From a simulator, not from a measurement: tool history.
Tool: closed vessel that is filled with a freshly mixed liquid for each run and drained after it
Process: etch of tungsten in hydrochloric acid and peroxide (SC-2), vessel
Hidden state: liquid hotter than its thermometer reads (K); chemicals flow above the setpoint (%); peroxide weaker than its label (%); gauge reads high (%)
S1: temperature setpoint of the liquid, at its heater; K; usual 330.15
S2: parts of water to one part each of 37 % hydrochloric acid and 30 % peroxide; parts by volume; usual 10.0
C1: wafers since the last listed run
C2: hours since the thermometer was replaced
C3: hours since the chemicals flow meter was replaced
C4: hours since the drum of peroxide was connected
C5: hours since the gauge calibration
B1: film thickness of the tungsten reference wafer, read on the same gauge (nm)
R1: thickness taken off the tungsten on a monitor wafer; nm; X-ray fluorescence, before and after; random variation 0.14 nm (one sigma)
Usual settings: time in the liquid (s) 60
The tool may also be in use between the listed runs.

{"run": 1, "day": 0.0, "S1": 330.15, "S2": 10.0, "time in the liquid (s)": 60, "C1": 0, "C2": 590.0, "C3": 707.9, "C4": 663.3, "C5": 2063.5, "B1": 119.98, "R1": 24.62}
{"run": 2, "day": 2.854, "S1": 324.65, "S2": 10.0, "time in the liquid (s)": 60, "C1": 9642, "C2": 658.5, "C3": 776.4, "C4": 731.8, "C5": 2132.0, "B1": 120.0, "R1": 17.11}
{"run": 3, "day": 4.521, "S1": 330.15, "S2": 10.0, "time in the liquid (s)": 60, "C1": 5630, "C2": 698.5, "C3": 816.4, "C4": 771.8, "C5": 2172.0, "B1": 120.0, "R1": 24.75}
{"run": 4, "day": 8.983, "S1": 330.15, "S2": 10.0, "time in the liquid (s)": 80, "C1": 15075, "C2": 805.6, "C3": 923.5, "C4": 878.9, "C5": 2279.1, "B1": 120.0, "R1": 32.81}
{"day": 9.688, "done": "new drum of peroxide connected"}
{"run": 5, "day": 12.712, "S1": 330.15, "S2": 10.0, "time in the liquid (s)": 80, "C1": 12457, "C2": 895.1, "C3": 1013.0, "C4": 72.6, "C5": 2368.6, "B1": 119.99, "R1": 34.05}
{"day": 14.958, "done": "chemicals flow meter replaced"}
{"run": 6, "day": 15.283, "S1": 330.15, "S2": 10.0, "time in the liquid (s)": 60, "C1": 8544, "C2": 956.8, "C3": 7.8, "C4": 134.3, "C5": 2430.3, "B1": 120.01, "R1": 24.2}
{"run": 7, "day": 19.7, "S1": 330.15, "S2": 10.0, "time in the liquid (s)": 60, "C1": 14920, "C2": 1062.8, "C3": 113.8, "C4": 240.3, "C5": 2536.3, "B1": 120.0, "R1": 24.37}
{"run": 8, "day": 22.262, "S1": 330.15, "S2": 10.0, "time in the liquid (s)": 60, "C1": 8656, "C2": 1124.3, "C3": 175.3, "C4": 301.8, "C5": 2597.8, "B1": 119.99, "R1": 24.2}
{"run": 9, "day": 23.783, "S1": 330.15, "S2": 10.0, "time in the liquid (s)": 60, "C1": 5137, "C2": 1160.8, "C3": 211.8, "C4": 338.3, "C5": 2634.3, "B1": 119.97, "R1": 24.53}
{"run": 10, "day": 27.762, "S1": 330.15, "S2": 10.0, "time in the liquid (s)": 60, "C1": 13442, "C2": 1256.3, "C3": 307.3, "C4": 433.8, "C5": 2729.8, "B1": 119.95, "R1": 24.28}
{"run": 11, "day": 31.571, "S1": 333.65, "S2": 8.5, "time in the liquid (s)": 60, "C1": 12865, "C2": 1347.7, "C3": 398.7, "C4": 525.2, "C5": 2821.2, "B1": 120.01, "R1": 34.6}
{"day": 40.058, "done": "new drum of peroxide connected"}
{"day": 40.971, "done": "gauge calibrated"}
{"run": 12, "day": 44.496, "S1": 330.15, "S2": 10.0, "time in the liquid (s)": 70, "C1": 43522, "C2": 1657.9, "C3": 708.9, "C4": 106.5, "C5": 84.6, "B1": 119.95, "R1": 29.68}
{"day": 45.483, "done": "thermometer replaced"}
{"run": 13, "day": 46.529, "S1": 330.15, "S2": 10.0, "time in the liquid (s)": 60, "C1": 6728, "C2": 25.1, "C3": 757.7, "C4": 155.3, "C5": 133.4, "B1": 119.99, "R1": 25.48}
{"run": 14, "day": 50.238, "S1": 327.15, "S2": 12.5, "time in the liquid (s)": 60, "C1": 12527, "C2": 114.1, "C3": 846.7, "C4": 244.3, "C5": 222.4, "B1": 120.0, "R1": 17.46}
{"run": 15, "day": 53.179, "S1": 330.15, "S2": 10.0, "time in the liquid (s)": 60, "C1": 9937, "C2": 184.7, "C3": 917.3, "C4": 314.9, "C5": 293.0, "B1": 120.0, "R1": 25.82}
{"day": 55.325, "done": "chemicals flow meter replaced"}
{"run": 16, "day": 55.546, "S1": 320.65, "S2": 13.0, "time in the liquid (s)": 60, "C1": 7854, "C2": 241.5, "C3": 5.3, "C4": 371.7, "C5": 349.8, "B1": 120.01, "R1": 10.17}
{"run": 17, "day": 58.671, "S1": 326.15, "S2": 13.5, "time in the liquid (s)": 50, "C1": 10556, "C2": 316.5, "C3": 80.3, "C4": 446.7, "C5": 424.8, "B1": 119.98, "R1": 11.91}
{"run": 18, "day": 60.321, "S1": 333.15, "S2": 10.0, "time in the liquid (s)": 70, "C1": 5574, "C2": 356.1, "C3": 119.9, "C4": 486.3, "C5": 464.4, "B1": 119.98, "R1": 34.08}
{"run": 19, "day": 63.35, "S1": 334.65, "S2": 10.0, "time in the liquid (s)": 60, "C1": 10233, "C2": 428.8, "C3": 192.6, "C4": 559.0, "C5": 537.1, "B1": 120.01, "R1": 31.95}
{"run": 20, "day": 66.212, "S1": 330.15, "S2": 8.5, "time in the liquid (s)": 35, "C1": 9670, "C2": 497.5, "C3": 261.3, "C4": 627.7, "C5": 605.8, "B1": 120.02, "R1": 16.03}
{"run": 21, "day": 70.4, "S1": 330.15, "S2": 8.5, "time in the liquid (s)": 35, "C1": 14146, "C2": 598.0, "C3": 361.8, "C4": 728.2, "C5": 706.3, "B1": 120.0, "R1": 15.84}
{"day": 70.75, "done": "new drum of peroxide connected"}
{"run": 22, "day": 74.754, "S1": 330.15, "S2": 10.0, "time in the liquid (s)": 60, "C1": 14568, "C2": 702.5, "C3": 466.3, "C4": 96.1, "C5": 810.8, "B1": 119.99, "R1": 24.67}
{"run": 23, "day": 77.404, "S1": 330.15, "S2": 15.0, "time in the liquid (s)": 60, "C1": 8952, "C2": 766.1, "C3": 529.9, "C4": 159.7, "C5": 874.4, "B1": 119.98, "R1": 17.76}
{"run": 24, "day": 79.596, "S1": 321.15, "S2": 10.0, "time in the liquid (s)": 60, "C1": 7403, "C2": 818.7, "C3": 582.5, "C4": 212.3, "C5": 927.0, "B1": 120.0, "R1": 13.83}
{"run": 25, "day": 81.708, "S1": 330.15, "S2": 10.0, "time in the liquid (s)": 60, "C1": 7136, "C2": 869.4, "C3": 633.2, "C4": 263.0, "C5": 977.7, "B1": 120.02, "R1": 24.81}
{"run": 26, "day": 83.825, "S1": 338.65, "S2": 8.0, "time in the liquid (s)": 35, "C1": 7150, "C2": 920.2, "C3": 684.0, "C4": 313.8, "C5": 1028.5, "B1": 119.96, "R1": 29.68}

The next listed run, before its measurement:
{"run": 27, "day": 87.167, "S1": 330.15, "S2": 8.0, "time in the liquid (s)": 60, "C1": 11288, "C2": 1000.4, "C3": 764.2, "C4": 394.0, "C5": 1108.7, "B1": "?", "R1": "?"}

B1: 120.01
R1: 30.13 nm
Without the tool's hidden state the same run would have given R1 29.29 nm.
